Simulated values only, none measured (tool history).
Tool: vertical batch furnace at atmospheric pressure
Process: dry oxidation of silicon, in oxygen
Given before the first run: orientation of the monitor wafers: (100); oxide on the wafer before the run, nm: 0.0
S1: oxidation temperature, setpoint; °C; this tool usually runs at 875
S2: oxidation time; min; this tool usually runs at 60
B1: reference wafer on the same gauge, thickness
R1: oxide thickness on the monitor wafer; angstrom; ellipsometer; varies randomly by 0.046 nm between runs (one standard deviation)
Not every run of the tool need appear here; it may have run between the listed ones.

{"run": 1, "hour": 0.0, "S1": 875, "S2": 60, "B1": 11.4, "R1": 131.2}
{"run": 2, "hour": 51.8, "S1": 875, "S2": 60, "B1": 11.41, "R1": 131}
{"run": 3, "hour": 84.5, "S1": 875, "S2": 60, "B1": 11.4, "R1": 130.6}
{"run": 4, "hour": 145.9, "S1": 875, "S2": 78, "B1": 11.4, "R1": 155.8}
{"run": 5, "hour": 190.4, "S1": 875, "S2": 78, "B1": 11.4, "R1": 154.8}
{"run": 6, "hour": 216.5, "S1": 875, "S2": 60, "B1": 11.4, "R1": 130.8}
{"run": 7, "hour": 286.8, "S1": 875, "S2": 60, "B1": 11.41, "R1": 130}
{"run": 8, "hour": 356.1, "S1": 875, "S2": 60, "B1": 11.4, "R1": 130.4}
{"hour": 433.9, "done": "gauge calibrated"}
{"hour": 461.6, "done": "thermocouples replaced and temperature profile calibrated"}
{"hour": 477.6, "done": "boat lift adjusted"}
{"run": 9, "hour": 536.0, "S1": 875, "S2": 60, "B1": 11.41, "R1": 137.1}
{"run": 10, "hour": 603.6, "S1": 865, "S2": 70, "B1": 11.4, "R1": 136.4}
{"run": 11, "hour": 637.6, "S1": 892, "S2": 44.5, "B1": 11.41, "R1": 134.5}
{"run": 12, "hour": 669.8, "S1": 867, "S2": 60, "B1": 11.4, "R1": 125.7}
{"run": 13, "hour": 834.7, "S1": 875, "S2": 60, "B1": 11.4, "R1": 137.4}
{"run": 14, "hour": 897.4, "S1": 862, "S2": 60, "B1": 11.4, "R1": 117.5}
{"run": 15, "hour": 927.7, "S1": 854, "S2": 79.5, "B1": 11.39, "R1": 131.3}
{"run": 16, "hour": 972.2, "S1": 875, "S2": 60, "B1": 11.39, "R1": 136.2}
{"run": 17, "hour": 1027.3, "S1": 875, "S2": 60, "B1": 11.4, "R1": 136.8}
{"run": 18, "hour": 1060.6, "S1": 885, "S2": 60, "B1": 11.4, "R1": 152.4}
{"run": 19, "hour": 1124.3, "S1": 891, "S2": 45, "B1": 11.4, "R1": 134.6}
{"run": 20, "hour": 1184.0, "S1": 875, "S2": 73.5, "B1": 11.39, "R1": 158.2}
{"run": 21, "hour": 1243.2, "S1": 897, "S2": 60, "B1": 11.4, "R1": 172.8}

Measured less the same run without the tool's hidden state. The same run-to-run variation is in both; the gauge's scatter may not be:
Hidden state at play: true tube temperature minus thermocouple reading, K; monitor wafer colder than the profiled boat position, K; gauge reads high (%).
run=1 R1=-7.1
run=2 R1=-7.1
run=3 R1=-7.2
run=4 R1=-8.4
run=5 R1=-8.5
run=6 R1=-7.3
run=7 R1=-7.5
run=8 R1=-7.6
run=9 R1=-0.1
run=10 R1=-0.2
run=11 R1=-0.3
run=12 R1=-0.3
run=13 R1=-0.5
run=14 R1=-0.6
run=15 R1=-0.6
run=16 R1=-0.7
run=17 R1=-0.7
run=18 R1=-0.9
run=19 R1=-0.9
run=20 R1=-1
run=21 R1=-1.2
